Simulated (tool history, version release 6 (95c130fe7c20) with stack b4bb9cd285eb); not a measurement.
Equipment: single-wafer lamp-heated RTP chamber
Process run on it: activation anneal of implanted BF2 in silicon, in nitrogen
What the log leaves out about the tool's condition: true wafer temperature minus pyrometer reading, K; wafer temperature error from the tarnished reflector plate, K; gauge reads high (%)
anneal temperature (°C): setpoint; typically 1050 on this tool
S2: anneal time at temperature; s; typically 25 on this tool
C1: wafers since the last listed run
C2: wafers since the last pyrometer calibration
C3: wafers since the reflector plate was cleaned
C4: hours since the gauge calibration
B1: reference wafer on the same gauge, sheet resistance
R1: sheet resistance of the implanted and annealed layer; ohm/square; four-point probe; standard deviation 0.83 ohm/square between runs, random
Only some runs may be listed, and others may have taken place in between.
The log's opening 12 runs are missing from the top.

run 13 hour=1045.6 | anneal_temperature_(°C)=1050 S2=25 | C1=1016 C2=8000 C3=5564 C4=3352 | B1=567.67 | R1=548.11
-- hour=1054.5 pyrometer window cleaned and pyrometer calibrated
run 14 hour=1122.4 | anneal_temperature_(°C)=1063 S2=40 | C1=698 C2=689 C3=6262 C4=3428.8 | B1=567.36 | R1=538.16
-- hour=1194.9 reflector plate cleaned
run 15 hour=1202.6 | anneal_temperature_(°C)=1050 S2=25 | C1=732 C2=1422 C3=77 C4=3509 | B1=566.57 | R1=545.82
run 16 hour=1272.1 | anneal_temperature_(°C)=1050 S2=25 | C1=705 C2=2127 C3=783 C4=3578.5 | B1=566.36 | R1=544.87
run 17 hour=1344.7 | anneal_temperature_(°C)=1037 S2=14 | C1=736 C2=2864 C3=1520 C4=3651.1 | B1=566.95 | R1=553.53
run 18 hour=1411.9 | anneal_temperature_(°C)=1050 S2=25 | C1=682 C2=3546 C3=2202 C4=3718.3 | B1=565.89 | R1=545.37
-- hour=1468.5 gauge calibrated
run 19 hour=1481.1 | anneal_temperature_(°C)=1071 S2=34 | C1=702 C2=4248 C3=2904 C4=12.6 | B1=571.9 | R1=541.97
run 20 hour=1553.4 | anneal_temperature_(°C)=1030 S2=32 | C1=733 C2=4982 C3=3638 C4=84.9 | B1=571.77 | R1=552.07
-- hour=1720.5 pyrometer window cleaned and pyrometer calibrated
run 21 hour=1728.1 | anneal_temperature_(°C)=1068 S2=39 | C1=1691 C2=77 C3=5330 C4=259.6 | B1=572.11 | R1=541.93
run 22 hour=1785.3 | anneal_temperature_(°C)=1059 S2=15 | C1=580 C2=658 C3=5910 C4=316.8 | B1=571.95 | R1=555.37
run 23 hour=1838.8 | anneal_temperature_(°C)=1050 S2=25 | C1=543 C2=1201 C3=6453 C4=370.3 | B1=571.54 | R1=552.29
-- hour=2048.4 reflector plate cleaned
run 24 hour=2157.8 | anneal_temperature_(°C)=1050 S2=25 | C1=3156 C2=4357 C3=1110 C4=689.3 | B1=571.83 | R1=550.94
run 25 hour=2210 | anneal_temperature_(°C)=1032 S2=35 | C1=529 C2=4887 C3=1640 C4=741.5 | B1=571.95 | R1=551.05
run 26 hour=2305.1 | anneal_temperature_(°C)=1063 S2=15 | C1=965 C2=5852 C3=2605 C4=836.6 | B1=571.54 | R1=553.62
run 27 hour=2358.4 | anneal_temperature_(°C)=1023 S2=29 | C1=540 C2=6393 C3=3146 C4=889.9 | B1=571.6 | R1=553.47
-- hour=2390.3 pyrometer window cleaned and pyrometer calibrated
run 28 hour=2441.4 | anneal_temperature_(°C)=1072 S2=30 | C1=761 C2=518 C3=3907 C4=972.9 | B1=571.11 | R1=543.09
run 29 hour=2487.9 | anneal_temperature_(°C)=1079 S2=25 | C1=471 C2=990 C3=4379 C4=1019.4 | B1=571.72 | R1=542.67
run 30 hour=2542.6 | anneal_temperature_(°C)=1050 S2=29 | C1=555 C2=1545 C3=4934 C4=1074.1 | B1=571.25 | R1=549.61
run 31 hour=2583.3 | anneal_temperature_(°C)=1039 S2=19 | C1=413 C2=1958 C3=5347 C4=1114.8 | B1=571.25 | R1=555.18
run 32 hour=2671.8 | anneal_temperature_(°C)=1074 S2=34 | C1=898 C2=2857 C3=6246 C4=1203.3 | B1=571.16 | R1=540.48
run 33 hour=2758.9 | anneal_temperature_(°C)=1050 S2=25 | C1=884 C2=3741 C3=7130 C4=1290.4 | B1=571.19 | R1=552.21
run 34 hour=2824.9 | anneal_temperature_(°C)=1050 S2=25 | C1=669 C2=4411 C3=7799 C4=1356.4 | B1=570.75 | R1=551.06
-- hour=2949.7 reflector plate cleaned
run 35 hour=2954.7 | anneal_temperature_(°C)=1050 S2=25 | C1=1236 C2=5647 C3=50 C4=1486.2 | B1=571.18 | R1=549.85

Predict each of these 5 candidate next runs independently; none follows another, all start after run 35:
run A hour=2955.1 | anneal_temperature_(°C)=1050 S2=25 | C1=4 C2=5651 C3=54 C4=1486.6 | B1=? | R1=?
run B hour=2955.1 | anneal_temperature_(°C)=1041 S2=13 | C1=4 C2=5651 C3=54 C4=1486.6 | B1=? | R1=?
run C hour=2955.1 | anneal_temperature_(°C)=1077 S2=12 | C1=4 C2=5651 C3=54 C4=1486.6 | B1=? | R1=?
run D hour=2955.1 | anneal_temperature_(°C)=1050 S2=18 | C1=4 C2=5651 C3=54 C4=1486.6 | B1=? | R1=?
run E hour=2955.1 | anneal_temperature_(°C)=1064 S2=11 | C1=4 C2=5651 C3=54 C4=1486.6 | B1=? | R1=?

run=A B1=571.01 R1=548.88
run=B B1=571.01 R1=555.16
run=C B1=571.01 R1=551.69
run=D B1=571.01 R1=551.95
run=E B1=571.01 R1=554.13
With no hidden state in the tool, these same runs would have given:
run=A R1=549.97
run=B R1=556.27
run=C R1=552.79
run=D R1=553.05
run=E R1=555.24
